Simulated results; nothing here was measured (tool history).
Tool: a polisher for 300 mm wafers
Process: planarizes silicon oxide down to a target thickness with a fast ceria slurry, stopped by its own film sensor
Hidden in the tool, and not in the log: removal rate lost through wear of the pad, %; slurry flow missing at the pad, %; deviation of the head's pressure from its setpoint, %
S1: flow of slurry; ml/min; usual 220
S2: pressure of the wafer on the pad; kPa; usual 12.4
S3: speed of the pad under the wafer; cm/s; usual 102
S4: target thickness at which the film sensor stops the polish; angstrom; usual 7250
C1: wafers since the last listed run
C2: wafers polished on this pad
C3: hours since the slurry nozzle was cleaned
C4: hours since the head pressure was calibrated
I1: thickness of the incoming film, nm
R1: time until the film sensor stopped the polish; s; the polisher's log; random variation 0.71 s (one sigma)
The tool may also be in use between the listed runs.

run    hour   S1    S2   S3    S4    C1    C2     C3     C4      I1     R1
  1       0  220  11.7   90  7250     0  6711  722.4  609.9  1457.7   96.3
       30.8  -- worn pad replaced by a new one
       36.8  -- slurry nozzle cleaned
  2    61.5  220  11.7   90  7250   640   336   24.7  671.4  1500.9  106.2
       64.9  -- head pressure recalibrated
  3   128.6  160  12.4  102  7250   737  1074   91.8   63.7  1473.6   93.7
  4   232.2  160  12.4  102  7250  1173  2248  195.4  167.3  1486.3   97.5
  5   272.7  160  12.4  102  7250   458  2706  235.9  207.8    1500  100.9
  6   369.4  220  12.4  122  7250  1095  3802  332.6  304.5  1487.3   76.4
  7   467.4  220  12.4  122  7250  1110  4912  430.6  402.5  1472.2   76.1
  8   561.7  220  12.4  102  7250  1068  5981  524.9  496.8  1498.7   93.2
      580.2  -- slurry nozzle cleaned, repeated, since the last time left the tool worse
  9   663.2  220  12.4  102  7250  1138  7119     83  598.3  1481.8   82.2
      772.3  -- worn pad replaced by a new one
 10   784.4  220  12.4  130  5230  1327   137  204.2  719.5  1464.3   80.2
      829.7  -- head pressure recalibrated
 11   857.3  220  12.4  102  7250   803   940  277.1   27.6  1477.7   82.9
 12   893.4  220  12.4  102  7250   408  1349  313.2   63.7  1470.4   81.7
 13   944.5  220  12.4  102  7250   578  1928  364.3  114.8  1480.3   83.1
 14   984.7  220  12.4  122  7250   455  2383  404.5    155  1481.5   69.3
 15  1075.6  220  11.7   90  7250  1029  3413  495.4  245.9  1452.7   94.7
 16    1114  270  13.8  118  8460   435  3848  533.8  284.3  1484.7   53.6
 17  1221.3  220  12.4  102  7250  1215  5064  641.1  391.6    1480   83.3
     1308.8  -- slurry nozzle cleaned
 18  1311.6  260  14.5  124  5020  1011  6075    2.8  481.9  1475.3   73.8
 19  1353.1  220  12.4  124  7250   470  6546   44.3  523.4    1465   64.4
 20  1416.5  150  16.5  102  7250   718  7264  107.7  586.8  1481.1   67.6
 21    1470  150  15.2  102  7250   606  7870  161.2  640.3  1469.6   72.1
     1507.6  -- head pressure recalibrated
     1510.5  -- worn pad replaced by a new one
 22  1560.7  175  13.8  102  8330   971   568  251.9   53.1  1483.8   66.7
 23  1653.7  220  15.9  102  5840  1053  1622  344.9  146.1  1473.2   76.4
 24  1697.7  220  11.7   90  7250   498  2121  388.9  190.1  1460.3   95.8
 25  1791.2  220  12.4   86  7250  1059  3180  482.4  283.6  1501.4  101.3
 26  1853.4  270     9   92  5440   704  3885  544.6  345.8  1475.8  144.5
 27  1934.8  220   9.7  102  7250   922  4807    626  427.2    1476  102.5
 28  1986.4  265  15.9  102  7250   584  5391  677.6  478.8  1473.1   64.3
 29  2027.4  185  12.4  102  9070   464  5856  718.6  519.8  1477.2   63.3
     2048.9  -- slurry nozzle cleaned
 30  2112.2  275  12.4  102  6260   949  6805   63.3  604.6  1490.6   91.9
       2144  -- worn pad replaced by a new one
 31  2153.3  220  12.4  102  7250   420   104  104.4  645.7  1459.9   78.8
 32  2207.3  220  12.4  102  8060   611   716  158.4  699.7    1500     75
     2229.7  -- head pressure recalibrated
 33  2303.9  220  12.4   86  7250  1071  1788    255   74.2  1495.9   98.8
 34  2360.1  220  12.4  102  7250   636  2425  311.2  130.4  1495.3   82.7
 35  2447.9  265  16.5  122  5300   994  3419    399  218.2  1453.4   64.5

Some steps in R1 between neighbouring runs. How much of each would the tool show without its hidden state too (settings, what came in, random variation), and how much is left for the hidden state, with any gauge scatter that isn't in both results?
Run 1 -> 2: worn pad replaced by a new one, slurry nozzle cleaned. R1 +9.9 s: hidden state +5, all else +4.9.
Run 5 -> 6: S1 160 -> 220, S3 102 -> 122. R1 -24.5 s: hidden state -5.4, all else -19.1.
Run 8 -> 9: slurry nozzle cleaned, repeated, since the last time left the tool worse. R1 -11 s: hidden state -11.2, all else +0.2.
Run 15 -> 16: S1 220 -> 270, S2 11.7 -> 13.8, S3 90 -> 118, S4 7250 -> 8460. R1 -41.1 s: hidden state -1.3, all else -39.8.
Run 25 -> 26: S1 220 -> 270, S2 12.4 -> 9, S3 86 -> 92, S4 7250 -> 5440. R1 +43.2 s: hidden state +0.6, all else +42.6.
Run 26 -> 27: S1 270 -> 220, S2 9 -> 9.7, S3 92 -> 102, S4 5440 -> 7250. R1 -42 s: hidden state -0.4, all else -41.6.

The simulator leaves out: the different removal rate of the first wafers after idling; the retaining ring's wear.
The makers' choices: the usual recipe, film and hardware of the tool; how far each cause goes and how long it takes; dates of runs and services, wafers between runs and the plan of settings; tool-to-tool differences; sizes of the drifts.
